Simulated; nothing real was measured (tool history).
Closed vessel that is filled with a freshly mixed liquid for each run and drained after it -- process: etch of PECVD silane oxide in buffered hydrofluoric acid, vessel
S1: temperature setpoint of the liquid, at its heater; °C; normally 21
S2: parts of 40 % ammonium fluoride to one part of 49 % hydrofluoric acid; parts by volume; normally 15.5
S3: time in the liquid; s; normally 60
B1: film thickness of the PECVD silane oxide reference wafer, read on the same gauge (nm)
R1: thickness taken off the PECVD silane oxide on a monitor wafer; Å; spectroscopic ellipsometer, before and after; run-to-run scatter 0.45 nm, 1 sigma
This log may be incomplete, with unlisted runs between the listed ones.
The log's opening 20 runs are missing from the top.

Run 21, hour 1474.5: usual settings but S1 25.5 °C, S2 14 parts by volume, S3 45 s; B1 50.02. Result: R1 539.3 Å.
Run 22, hour 1575.9: usual settings; B1 50.03. Result: R1 510.4 Å.
At hour 1616.2: thermometer replaced.
Run 23, hour 1667.2: usual settings but S1 24.5 °C, S3 85 s; B1 49.99. Result: R1 876.7 Å.
Run 24, hour 1749.9: usual settings but S2 20 parts by volume; B1 50.02. Result: R1 394.6 Å.
Run 25, hour 1845.5: usual settings but S1 22.5 °C; B1 50.05. Result: R1 561.5 Å.
Run 26, hour 1881.6: usual settings but S1 19.5 °C, S2 21 parts by volume, S3 85 s; B1 49.99. Result: R1 498.9 Å.
Run 27, hour 1951.7: usual settings but S2 10.5 parts by volume, S3 95 s; B1 49.99. Result: R1 1193.8 Å.
Run 28, hour 2002.9: usual settings but S3 35 s; B1 50.01. Result: R1 298.9 Å.
Run 29, hour 2058.8: usual settings but S2 10 parts by volume; B1 49.95. Result: R1 775.5 Å.
Run 30, hour 2135.5: usual settings; B1 50. Result: R1 508.4 Å.
Run 31, hour 2241.7: usual settings but S1 18 °C, S2 20.5 parts by volume, S3 85 s; B1 49.97. Result: R1 466.6 Å.
At hour 2274.8: hydrofluoric acid flow meter replaced.
Run 32, hour 2281.7: usual settings; B1 49.96. Result: R1 517.6 Å.
Run 33, hour 2419.5: usual settings but S1 24.5 °C, S3 50 s; B1 50.02. Result: R1 517.7 Å.

3 ways to go on from here, each from the tool as it stands after run 33. What would each give?
Run A, hour 2420.2: usual settings but S2 11.5 parts by volume; B1 ?. Result: R1 ?.
Run B, hour 2420.2: usual settings but S1 23 °C, S2 21 parts by volume, S3 50 s; B1 ?. Result: R1 ?.
Run C, hour 2420.2: usual settings but S1 23.5 °C, S2 19 parts by volume, S3 75 s; B1 ?. Result: R1 ?.

run     B1     R1
  A  50.01  687.3
  B  50.01  359.1
  C  50.01  602.4
Stripped of hidden state, with their random variation kept, the same runs would have yielded:
run     R1
  A  687.3
  B  359.1
  C  602.4

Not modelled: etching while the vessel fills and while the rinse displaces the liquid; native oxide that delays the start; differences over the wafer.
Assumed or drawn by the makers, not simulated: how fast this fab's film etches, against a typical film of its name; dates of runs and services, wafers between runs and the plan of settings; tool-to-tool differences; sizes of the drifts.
